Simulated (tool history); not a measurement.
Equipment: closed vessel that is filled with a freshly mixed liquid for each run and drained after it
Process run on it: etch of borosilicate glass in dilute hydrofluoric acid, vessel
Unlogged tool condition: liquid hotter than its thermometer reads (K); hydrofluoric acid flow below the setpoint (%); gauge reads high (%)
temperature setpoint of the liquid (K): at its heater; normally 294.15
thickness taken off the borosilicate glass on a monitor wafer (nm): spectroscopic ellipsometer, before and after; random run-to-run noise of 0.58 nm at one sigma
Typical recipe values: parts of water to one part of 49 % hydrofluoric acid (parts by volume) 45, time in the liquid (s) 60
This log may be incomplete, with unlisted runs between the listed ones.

run   hour  temperature setpoint of the liquid (K)  parts of water to one part of 49 % hydrofluoric acid (parts by volume)  time in the liquid (s)  wafers since the last listed run  hours since the thermometer was replaced  hours since the hydrofluoric acid flow meter was replaced  hours since the gauge calibration  read-back film thickness of the borosilicate glass reference wafer, read on the same gauge (nm)  thickness taken off the borosilicate glass on a monitor wafer (nm)
  1    0.0                                  294.15                                                                      45                      60                                 0                                      74.5                                                      489.0                              566.3                                                                                           150.00                                                               62.06
  2   62.7                                  294.15                                                                      45                      60                              8135                                     137.2                                                      551.7                              629.0                                                                                           150.02                                                               62.59
  3  151.2                                  294.15                                                                      45                      60                             11482                                     225.7                                                      640.2                              717.5                                                                                           150.01                                                               63.20
     207.7  -- gauge calibrated
  4  244.8                                  294.15                                                                      45                      60                             12144                                     319.3                                                      733.8                               37.1                                                                                           149.99                                                               62.88
  5  351.9                                  294.15                                                                      45                      60                             13896                                     426.4                                                      840.9                              144.2                                                                                           149.98                                                               62.35
  6  457.1                                  292.65                                                                      45                      50                             13649                                     531.6                                                      946.1                              249.4                                                                                           150.01                                                               51.01
  7  507.3                                  292.65                                                                      45                      50                              6513                                     581.8                                                      996.3                              299.6                                                                                           150.00                                                               51.01
  8  587.7                                  294.15                                                                      45                      60                             10431                                     662.2                                                     1076.7                              380.0                                                                                           149.97                                                               66.02
  9  655.6                                  294.15                                                                      45                      60                              8809                                     730.1                                                     1144.6                              447.9                                                                                           150.03                                                               66.38
 10  705.7                                  294.15                                                                      45                      60                              6500                                     780.2                                                     1194.7                              498.0                                                                                           150.00                                                               65.92

For run 11, what comes out?
 11  960.8                                  292.65                                                                      45                      60                             33098                                    1035.3                                                     1449.8                              753.1                                                                                                ?                                                                   ?

Logged for run 11: read-back film thickness of the borosilicate glass reference wafer, read on the same gauge (nm) 150.01, thickness taken off the borosilicate glass on a monitor wafer (nm) 62.25.
Take away the tool's hidden state, keep the run-to-run variation as it was, and the same run would have given thickness taken off the borosilicate glass on a monitor wafer (nm) 56.09.
